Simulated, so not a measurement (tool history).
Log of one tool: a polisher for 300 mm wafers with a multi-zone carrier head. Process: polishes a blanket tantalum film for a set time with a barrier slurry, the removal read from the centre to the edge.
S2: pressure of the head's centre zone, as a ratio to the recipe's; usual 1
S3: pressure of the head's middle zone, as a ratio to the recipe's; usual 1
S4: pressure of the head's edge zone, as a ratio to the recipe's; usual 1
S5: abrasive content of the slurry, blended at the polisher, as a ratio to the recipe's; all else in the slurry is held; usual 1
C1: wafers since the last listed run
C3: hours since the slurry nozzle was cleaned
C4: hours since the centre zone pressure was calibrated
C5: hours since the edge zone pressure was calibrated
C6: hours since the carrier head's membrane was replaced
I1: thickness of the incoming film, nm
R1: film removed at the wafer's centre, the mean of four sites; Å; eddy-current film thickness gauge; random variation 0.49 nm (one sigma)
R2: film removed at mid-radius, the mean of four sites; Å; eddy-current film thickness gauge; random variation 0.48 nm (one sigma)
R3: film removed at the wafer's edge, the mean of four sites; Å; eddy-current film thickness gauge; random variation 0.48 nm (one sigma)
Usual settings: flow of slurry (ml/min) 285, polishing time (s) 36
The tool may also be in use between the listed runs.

Run 1, hour 0: usual settings but S5 1.1; C1 0; wafers polished on this pad 1119; C3 1.6; C4 704.6; C5 1643.5; C6 119.3; I1 353. Result: R1 370 Å, R2 391 Å, R3 379 Å.
Run 2, hour 11.2: usual settings but flow of slurry (ml/min) 195, S5 0.8, polishing time (s) 25; C1 152; wafers polished on this pad 1272; C3 12.8; C4 715.8; C5 1654.7; C6 130.5; I1 343.1. Result: R1 209 Å, R2 217 Å, R3 208 Å.
At hour 17.6: edge zone pressure recalibrated.
Run 3, hour 20.7: usual settings but flow of slurry (ml/min) 220, S3 1.08, S4 1.03, polishing time (s) 30; C1 102; wafers polished on this pad 1374; C3 22.3; C4 725.3; C5 3.1; C6 140; I1 350.7. Result: R1 287 Å, R2 315 Å, R3 288 Å.
At hour 27.6: worn pad replaced by a new one.
Run 4, hour 28.5: usual settings but flow of slurry (ml/min) 215, S5 1.25; C1 51; wafers polished on this pad 12; C3 30.1; C4 733.1; C5 10.9; C6 147.8; I1 355.5. Result: R1 409 Å, R2 441 Å, R3 422 Å.
Run 5, hour 47: usual settings but S4 1.12; C1 252; wafers polished on this pad 265; C3 48.6; C4 751.6; C5 29.4; C6 166.3; I1 344.3. Result: R1 379 Å, R2 395 Å, R3 400 Å.
Run 6, hour 58.2: usual settings; C1 152; wafers polished on this pad 418; C3 59.8; C4 762.8; C5 40.6; C6 177.5; I1 351.5. Result: R1 376 Å, R2 394 Å, R3 379 Å.
Run 7, hour 66.5: usual settings but flow of slurry (ml/min) 325, S2 0.91, S3 0.9, S4 0.9; C1 113; wafers polished on this pad 531; C3 68.1; C4 771.1; C5 48.9; C6 185.8; I1 351.1. Result: R1 338 Å, R2 354 Å, R3 359 Å.
Run 8, hour 83.8: usual settings; C1 236; wafers polished on this pad 767; C3 85.4; C4 788.4; C5 66.2; C6 203.1; I1 352.2. Result: R1 368 Å, R2 388 Å, R3 376 Å.
Run 9, hour 93.8: usual settings but S2 1.08, S5 1.25, polishing time (s) 46; C1 136; wafers polished on this pad 904; C3 95.4; C4 798.4; C5 76.2; C6 213.1; I1 352.1. Result: R1 534 Å, R2 532 Å, R3 516 Å.
Run 10, hour 107.3: usual settings; C1 184; wafers polished on this pad 1088; C3 108.9; C4 811.9; C5 89.7; C6 226.6; I1 349.7. Result: R1 349 Å, R2 377 Å, R3 357 Å.
At hour 119.8: centre zone pressure recalibrated.
Run 11, hour 124.7: usual settings but S2 1.08, S3 0.92, S4 1.08; C1 210; wafers polished on this pad 1298; C3 126.3; C4 4.9; C5 107.1; C6 244; I1 355.2. Result: R1 377 Å, R2 344 Å, R3 371 Å.
Run 12, hour 138.7: usual settings but S3 1.11, S4 0.9, S5 1.25, polishing time (s) 42; C1 191; wafers polished on this pad 1489; C3 140.3; C4 18.9; C5 121.1; C6 258; I1 352.4. Result: R1 440 Å, R2 497 Å, R3 426 Å.
At hour 145: worn pad replaced by a new one.
Run 13, hour 145.5: usual settings but flow of slurry (ml/min) 375, S5 0.85; C1 38; wafers polished on this pad 6; C3 147.1; C4 25.7; C5 127.9; C6 264.8; I1 345.6. Result: R1 358 Å, R2 371 Å, R3 365 Å.
Run 14, hour 158.4: usual settings but S2 0.89, S3 0.92, S4 1.04, polishing time (s) 47; C1 176; wafers polished on this pad 182; C3 160; C4 38.6; C5 140.8; C6 277.7; I1 348.9. Result: R1 435 Å, R2 487 Å, R3 499 Å.
Run 15, hour 171: usual settings but flow of slurry (ml/min) 205, polishing time (s) 25; C1 171; wafers polished on this pad 354; C3 172.6; C4 51.2; C5 153.4; C6 290.3; I1 349.9. Result: R1 246 Å, R2 269 Å, R3 254 Å.
Run 16, hour 186: usual settings but S3 1.11, S5 0.8; C1 204; wafers polished on this pad 558; C3 187.6; C4 66.2; C5 168.4; C6 305.3; I1 344. Result: R1 322 Å, R2 366 Å, R3 323 Å.
Run 17, hour 197.3: usual settings; C1 154; wafers polished on this pad 713; C3 198.9; C4 77.5; C5 179.7; C6 316.6; I1 348.3. Result: R1 365 Å, R2 379 Å, R3 364 Å.
Run 18, hour 208.4: usual settings but S3 1.06, S5 0.75; C1 151; wafers polished on this pad 864; C3 210; C4 88.6; C5 190.8; C6 327.7; I1 346.7. Result: R1 295 Å, R2 323 Å, R3 298 Å.
Run 19, hour 222.8: usual settings but flow of slurry (ml/min) 230, S2 1.05, S3 0.95; C1 196; wafers polished on this pad 1061; C3 224.4; C4 103; C5 205.2; C6 342.1; I1 351.2. Result: R1 373 Å, R2 352 Å, R3 355 Å.
Run 20, hour 240.4: usual settings but flow of slurry (ml/min) 350; C1 240; wafers polished on this pad 1301; C3 242; C4 120.6; C5 222.8; C6 359.7; I1 351.7. Result: R1 346 Å, R2 368 Å, R3 349 Å.
Run 21, hour 254.8: usual settings; C1 196; wafers polished on this pad 1497; C3 256.4; C4 135; C5 237.2; C6 374.1; I1 351.3. Result: R1 342 Å, R2 356 Å, R3 346 Å.
At hour 265: worn pad replaced by a new one.
Run 22, hour 265.5: usual settings but S4 1.12, S5 0.9, polishing time (s) 48; C1 91; wafers polished on this pad 6; C3 267.1; C4 145.7; C5 247.9; C6 384.8; I1 354. Result: R1 482 Å, R2 511 Å, R3 504 Å.

4 ways to go on from here, each from the tool as it stands after run 22. What would each give?
Run A, hour 265.9: usual settings; C1 5; wafers polished on this pad 12; C3 267.5; C4 146.1; C5 248.3; C6 385.2; I1 346.2. Result: R1 ?, R2 ?, R3 ?.
Run B, hour 265.9: usual settings but flow of slurry (ml/min) 345, S4 0.88, S5 0.7; C1 5; wafers polished on this pad 12; C3 267.5; C4 146.1; C5 248.3; C6 385.2; I1 346.2. Result: R1 ?, R2 ?, R3 ?.
Run C, hour 265.9: usual settings but S4 1.04, polishing time (s) 31; C1 5; wafers polished on this pad 12; C3 267.5; C4 146.1; C5 248.3; C6 385.2; I1 346.2. Result: R1 ?, R2 ?, R3 ?.
Run D, hour 265.9: usual settings but S5 1.2; C1 5; wafers polished on this pad 12; C3 267.5; C4 146.1; C5 248.3; C6 385.2; I1 346.2. Result: R1 ?, R2 ?, R3 ?.

run   R1   R2   R3
  A  385  406  389
  B  300  316  289
  C  331  349  340
  D  415  437  420
Without the tool's hidden state the same runs would have given:
run   R1   R2   R3
  A  386  407  390
  B  301  317  290
  C  332  350  341
  D  416  439  421

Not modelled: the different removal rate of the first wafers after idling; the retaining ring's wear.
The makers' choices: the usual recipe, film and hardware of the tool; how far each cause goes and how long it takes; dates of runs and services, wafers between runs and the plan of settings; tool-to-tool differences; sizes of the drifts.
